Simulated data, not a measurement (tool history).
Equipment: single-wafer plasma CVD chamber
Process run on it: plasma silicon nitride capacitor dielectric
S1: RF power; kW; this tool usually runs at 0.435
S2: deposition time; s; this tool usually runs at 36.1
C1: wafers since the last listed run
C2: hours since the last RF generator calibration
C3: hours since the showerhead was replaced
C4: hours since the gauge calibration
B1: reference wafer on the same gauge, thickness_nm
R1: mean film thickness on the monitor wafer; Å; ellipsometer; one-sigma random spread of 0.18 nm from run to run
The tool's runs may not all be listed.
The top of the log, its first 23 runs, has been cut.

{"hour": 1343.9, "done": "RF generator calibrated"}
{"run": 24, "hour": 1353.1, "S1": 0.435, "S2": 36.1, "C1": 998, "C2": 9.2, "C3": 4299.7, "C4": 1546.7, "B1": 48.134, "R1": 527.24}
{"hour": 1355.7, "done": "gauge calibrated"}
{"run": 25, "hour": 1395.3, "S1": 0.385, "S2": 42.3, "C1": 1048, "C2": 51.4, "C3": 4341.9, "C4": 39.6, "B1": 48.125, "R1": 595.85}
{"run": 26, "hour": 1429.7, "S1": 0.365, "S2": 29.2, "C1": 854, "C2": 85.8, "C3": 4376.3, "C4": 74.0, "B1": 48.082, "R1": 407.13}
{"run": 27, "hour": 1460.1, "S1": 0.38, "S2": 32.5, "C1": 755, "C2": 116.2, "C3": 4406.7, "C4": 104.4, "B1": 48.093, "R1": 455.89}
{"hour": 1482.2, "done": "showerhead replaced"}
{"run": 28, "hour": 1518.4, "S1": 0.39, "S2": 38.3, "C1": 1249, "C2": 174.5, "C3": 36.2, "C4": 162.7, "B1": 48.122, "R1": 539.23}
{"run": 29, "hour": 1582.0, "S1": 0.5, "S2": 36.1, "C1": 1580, "C2": 238.1, "C3": 99.8, "C4": 226.3, "B1": 48.159, "R1": 537.48}
{"run": 30, "hour": 1718.1, "S1": 0.435, "S2": 38.0, "C1": 3381, "C2": 374.2, "C3": 235.9, "C4": 362.4, "B1": 48.047, "R1": 545.92}
{"run": 31, "hour": 1743.1, "S1": 0.495, "S2": 33.2, "C1": 621, "C2": 399.2, "C3": 260.9, "C4": 387.4, "B1": 48.187, "R1": 491.28}
{"run": 32, "hour": 1874.8, "S1": 0.36, "S2": 36.1, "C1": 3271, "C2": 530.9, "C3": 392.6, "C4": 519.1, "B1": 48.098, "R1": 498.23}
{"run": 33, "hour": 1913.0, "S1": 0.435, "S2": 33.6, "C1": 949, "C2": 569.1, "C3": 430.8, "C4": 557.3, "B1": 48.161, "R1": 481.14}
{"run": 34, "hour": 1953.3, "S1": 0.365, "S2": 32.8, "C1": 1001, "C2": 609.4, "C3": 471.1, "C4": 597.6, "B1": 48.097, "R1": 454.09}
{"run": 35, "hour": 1983.6, "S1": 0.375, "S2": 30.8, "C1": 752, "C2": 639.7, "C3": 501.4, "C4": 627.9, "B1": 48.114, "R1": 429.61}
{"run": 36, "hour": 2035.0, "S1": 0.475, "S2": 36.1, "C1": 1276, "C2": 691.1, "C3": 552.8, "C4": 679.3, "B1": 48.142, "R1": 529.38}
{"run": 37, "hour": 2075.0, "S1": 0.49, "S2": 36.1, "C1": 993, "C2": 731.1, "C3": 592.8, "C4": 719.3, "B1": 48.121, "R1": 528.77}

Branching from run 37: 5 alternative next runs. What would each branch give?
{"run": "A", "hour": 2075.4, "S1": 0.435, "S2": 36.1, "C1": 9, "C2": 731.5, "C3": 593.2, "C4": 719.7, "B1": "?", "R1": "?"}
{"run": "B", "hour": 2075.4, "S1": 0.485, "S2": 38.5, "C1": 9, "C2": 731.5, "C3": 593.2, "C4": 719.7, "B1": "?", "R1": "?"}
{"run": "C", "hour": 2075.4, "S1": 0.39, "S2": 42.7, "C1": 9, "C2": 731.5, "C3": 593.2, "C4": 719.7, "B1": "?", "R1": "?"}
{"run": "D", "hour": 2075.4, "S1": 0.465, "S2": 41.7, "C1": 9, "C2": 731.5, "C3": 593.2, "C4": 719.7, "B1": "?", "R1": "?"}
{"run": "E", "hour": 2075.4, "S1": 0.375, "S2": 31.6, "C1": 9, "C2": 731.5, "C3": 593.2, "C4": 719.7, "B1": "?", "R1": "?"}

run=A B1=48.082 R1=515.79
run=B B1=48.082 R1=563.24
run=C B1=48.082 R1=596.23
run=D B1=48.082 R1=604.45
run=E B1=48.082 R1=437.69
With no hidden state in the tool, these same runs would have given:
run=A R1=522.42
run=B R1=570.48
run=C R1=603.89
run=D R1=612.22
run=E R1=443.31
